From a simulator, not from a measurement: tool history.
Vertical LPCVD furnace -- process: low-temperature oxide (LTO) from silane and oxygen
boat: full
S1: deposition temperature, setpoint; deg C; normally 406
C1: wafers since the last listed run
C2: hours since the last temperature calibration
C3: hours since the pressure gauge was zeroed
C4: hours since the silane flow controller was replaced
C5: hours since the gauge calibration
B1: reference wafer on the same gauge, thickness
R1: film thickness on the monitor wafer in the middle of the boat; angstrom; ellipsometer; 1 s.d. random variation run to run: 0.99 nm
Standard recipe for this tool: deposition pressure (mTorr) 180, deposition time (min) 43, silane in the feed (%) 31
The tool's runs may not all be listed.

run 1 hour=0 | S1=406 deposition_pressure_(mTorr)=180 deposition_time_(min)=43 silane_in_the_feed_(%)=31 | C1=0 C2=2416.6 C3=2000.2 C4=2222.1 C5=189.1 | B1=250.83 | R1=2801.3
run 2 hour=17.9 | S1=406 deposition_pressure_(mTorr)=180 deposition_time_(min)=43 silane_in_the_feed_(%)=31 | C1=260 C2=2434.5 C3=2018.1 C4=2240 C5=207 | B1=250.91 | R1=2786.8
run 3 hour=37 | S1=406 deposition_pressure_(mTorr)=180 deposition_time_(min)=43 silane_in_the_feed_(%)=31 | C1=278 C2=2453.6 C3=2037.2 C4=2259.1 C5=226.1 | B1=251.2 | R1=2809.4
run 4 hour=58.7 | S1=406 deposition_pressure_(mTorr)=180 deposition_time_(min)=43 silane_in_the_feed_(%)=31 | C1=316 C2=2475.3 C3=2058.9 C4=2280.8 C5=247.8 | B1=250.9 | R1=2778.9
run 5 hour=72.7 | S1=406 deposition_pressure_(mTorr)=180 deposition_time_(min)=43 silane_in_the_feed_(%)=31 | C1=204 C2=2489.3 C3=2072.9 C4=2294.8 C5=261.8 | B1=251.03 | R1=2793
run 6 hour=89.8 | S1=406 deposition_pressure_(mTorr)=180 deposition_time_(min)=43 silane_in_the_feed_(%)=31 | C1=249 C2=2506.4 C3=2090 C4=2311.9 C5=278.9 | B1=251.23 | R1=2780.5
run 7 hour=103.4 | S1=406 deposition_pressure_(mTorr)=180 deposition_time_(min)=43 silane_in_the_feed_(%)=31 | C1=198 C2=2520 C3=2103.6 C4=2325.5 C5=292.5 | B1=250.78 | R1=2788.9
-- hour=121.3 gauge calibrated
-- hour=137.5 silane flow controller replaced
run 8 hour=138 | S1=406 deposition_pressure_(mTorr)=180 deposition_time_(min)=43 silane_in_the_feed_(%)=31 | C1=154 C2=2554.6 C3=2138.2 C4=0.5 C5=16.7 | B1=250.68 | R1=2628
run 9 hour=143.3 | S1=406 deposition_pressure_(mTorr)=180 deposition_time_(min)=43 silane_in_the_feed_(%)=26 | C1=77 C2=2559.9 C3=2143.5 C4=5.8 C5=22 | B1=250.97 | R1=2023.8
run 10 hour=158.8 | S1=406 deposition_pressure_(mTorr)=180 deposition_time_(min)=43 silane_in_the_feed_(%)=26 | C1=225 C2=2575.4 C3=2159 C4=21.3 C5=37.5 | B1=251.14 | R1=2048.7
run 11 hour=166.7 | S1=406 deposition_pressure_(mTorr)=140 deposition_time_(min)=43 silane_in_the_feed_(%)=31 | C1=115 C2=2583.3 C3=2166.9 C4=29.2 C5=45.4 | B1=251.16 | R1=2073.5
run 12 hour=188.2 | S1=400 deposition_pressure_(mTorr)=180 deposition_time_(min)=43 silane_in_the_feed_(%)=31 | C1=313 C2=2604.8 C3=2188.4 C4=50.7 C5=66.9 | B1=250.91 | R1=2477.7
-- hour=263.9 thermocouples replaced and temperature profile calibrated
run 13 hour=264.4 | S1=406 deposition_pressure_(mTorr)=180 deposition_time_(min)=55.5 silane_in_the_feed_(%)=31 | C1=761 C2=0.5 C3=2264.6 C4=126.9 C5=143.1 | B1=251.2 | R1=3426
run 14 hour=269.7 | S1=399 deposition_pressure_(mTorr)=180 deposition_time_(min)=43 silane_in_the_feed_(%)=37 | C1=77 C2=5.8 C3=2269.9 C4=132.2 C5=148.4 | B1=250.95 | R1=3120.5
run 15 hour=275.1 | S1=416 deposition_pressure_(mTorr)=180 deposition_time_(min)=43 silane_in_the_feed_(%)=27 | C1=78 C2=11.2 C3=2275.3 C4=137.6 C5=153.8 | B1=251.26 | R1=2458.3
run 16 hour=285.7 | S1=406 deposition_pressure_(mTorr)=180 deposition_time_(min)=51.5 silane_in_the_feed_(%)=31 | C1=154 C2=21.8 C3=2285.9 C4=148.2 C5=164.4 | B1=250.98 | R1=3212.3
run 17 hour=304.6 | S1=399 deposition_pressure_(mTorr)=165 deposition_time_(min)=38 silane_in_the_feed_(%)=31 | C1=275 C2=40.7 C3=2304.8 C4=167.1 C5=183.3 | B1=250.78 | R1=2006.2
run 18 hour=321.3 | S1=406 deposition_pressure_(mTorr)=180 deposition_time_(min)=60 silane_in_the_feed_(%)=28 | C1=243 C2=57.4 C3=2321.5 C4=183.8 C5=200 | B1=250.88 | R1=3213.4
run 19 hour=339.3 | S1=415 deposition_pressure_(mTorr)=200 deposition_time_(min)=43 silane_in_the_feed_(%)=31 | C1=262 C2=75.4 C3=2339.5 C4=201.8 C5=218 | B1=250.88 | R1=3297.8

Estimate the outcome of run 20 from the log above:
-- hour=371.7 pressure gauge zeroed
run 20 hour=372.2 | S1=415 deposition_pressure_(mTorr)=210 deposition_time_(min)=31.5 silane_in_the_feed_(%)=33 | C1=129 C2=108.3 C3=0.5 C4=234.7 C5=250.9 | B1=? | R1=?

B1: 250.87
R1: 2765.6 angstrom
With the hidden condition absent and the run-to-run variation left alone, this run would have shown R1 2696.5 angstrom.
